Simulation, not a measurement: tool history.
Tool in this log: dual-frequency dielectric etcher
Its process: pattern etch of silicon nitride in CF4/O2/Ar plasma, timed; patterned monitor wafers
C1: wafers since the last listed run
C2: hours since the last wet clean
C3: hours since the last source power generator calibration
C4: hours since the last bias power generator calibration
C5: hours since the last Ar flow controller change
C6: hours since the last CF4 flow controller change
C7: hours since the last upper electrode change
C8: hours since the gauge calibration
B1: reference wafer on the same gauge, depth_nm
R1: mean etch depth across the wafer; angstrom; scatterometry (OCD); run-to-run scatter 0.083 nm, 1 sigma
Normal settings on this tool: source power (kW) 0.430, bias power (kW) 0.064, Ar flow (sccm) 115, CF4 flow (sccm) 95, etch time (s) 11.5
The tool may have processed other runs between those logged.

run 1 hour=0.0 | source_power_(kW)=0.430 bias_power_(kW)=0.064 Ar_flow_(sccm)=142 CF4_flow_(sccm)=75 etch_time_(s)=9.5 | C1=0 C2=161.2 C3=4147.2 C4=1761.9 C5=1255.6 C6=128.5 C7=1873.0 C8=1009.2 | B1=19.21 | R1=147.8
-- hour=13.8 source power generator calibrated
run 2 hour=26.2 | source_power_(kW)=0.330 bias_power_(kW)=0.064 Ar_flow_(sccm)=104 CF4_flow_(sccm)=95 etch_time_(s)=11.5 | C1=307 C2=187.4 C3=12.4 C4=1788.1 C5=1281.8 C6=154.7 C7=1899.2 C8=1035.4 | B1=19.19 | R1=160.3
-- hour=46.4 gauge calibrated
run 3 hour=48.2 | source_power_(kW)=0.320 bias_power_(kW)=0.064 Ar_flow_(sccm)=115 CF4_flow_(sccm)=82 etch_time_(s)=11.5 | C1=304 C2=209.4 C3=34.4 C4=1810.1 C5=1303.8 C6=176.7 C7=1921.2 C8=1.8 | B1=19.20 | R1=153.7
run 4 hour=79.8 | source_power_(kW)=0.430 bias_power_(kW)=0.064 Ar_flow_(sccm)=137 CF4_flow_(sccm)=95 etch_time_(s)=11.5 | C1=437 C2=241.0 C3=66.0 C4=1841.7 C5=1335.4 C6=208.3 C7=1952.8 C8=33.4 | B1=19.21 | R1=182.9
run 5 hour=101.3 | source_power_(kW)=0.430 bias_power_(kW)=0.064 Ar_flow_(sccm)=115 CF4_flow_(sccm)=107 etch_time_(s)=11.5 | C1=297 C2=262.5 C3=87.5 C4=1863.2 C5=1356.9 C6=229.8 C7=1974.3 C8=54.9 | B1=19.20 | R1=187.5
run 6 hour=129.4 | source_power_(kW)=0.330 bias_power_(kW)=0.079 Ar_flow_(sccm)=107 CF4_flow_(sccm)=79 etch_time_(s)=11.5 | C1=389 C2=290.6 C3=115.6 C4=1891.3 C5=1385.0 C6=257.9 C7=2002.4 C8=83.0 | B1=19.20 | R1=168.8
run 7 hour=144.1 | source_power_(kW)=0.320 bias_power_(kW)=0.064 Ar_flow_(sccm)=115 CF4_flow_(sccm)=82 etch_time_(s)=11.5 | C1=203 C2=305.3 C3=130.3 C4=1906.0 C5=1399.7 C6=272.6 C7=2017.1 C8=97.7 | B1=19.19 | R1=152.8
run 8 hour=175.5 | source_power_(kW)=0.430 bias_power_(kW)=0.059 Ar_flow_(sccm)=115 CF4_flow_(sccm)=95 etch_time_(s)=11.5 | C1=434 C2=336.7 C3=161.7 C4=1937.4 C5=1431.1 C6=304.0 C7=2048.5 C8=129.1 | B1=19.20 | R1=177.8
run 9 hour=189.8 | source_power_(kW)=0.430 bias_power_(kW)=0.064 Ar_flow_(sccm)=115 CF4_flow_(sccm)=105 etch_time_(s)=10.0 | C1=198 C2=351.0 C3=176.0 C4=1951.7 C5=1445.4 C6=318.3 C7=2062.8 C8=143.4 | B1=19.21 | R1=161.3
run 10 hour=210.4 | source_power_(kW)=0.430 bias_power_(kW)=0.064 Ar_flow_(sccm)=115 CF4_flow_(sccm)=115 etch_time_(s)=11.5 | C1=285 C2=371.6 C3=196.6 C4=1972.3 C5=1466.0 C6=338.9 C7=2083.4 C8=164.0 | B1=19.20 | R1=186.6
-- hour=258.2 upper electrode replaced
run 11 hour=258.7 | source_power_(kW)=0.430 bias_power_(kW)=0.056 Ar_flow_(sccm)=131 CF4_flow_(sccm)=95 etch_time_(s)=11.5 | C1=336 C2=419.9 C3=244.9 C4=2020.6 C5=1514.3 C6=387.2 C7=0.5 C8=212.3 | B1=19.21 | R1=171.2

Run 12 comes next. What will it give?
run 12 hour=259.0 | source_power_(kW)=0.350 bias_power_(kW)=0.064 Ar_flow_(sccm)=115 CF4_flow_(sccm)=95 etch_time_(s)=11.5 | C1=4 C2=420.2 C3=245.2 C4=2020.9 C5=1514.6 C6=387.5 C7=0.8 C8=212.6 | B1=? | R1=?

B1: 19.18
R1: 160.0 angstrom
Had the tool carried no hidden state, the very same run would have given R1 167.0 angstrom.
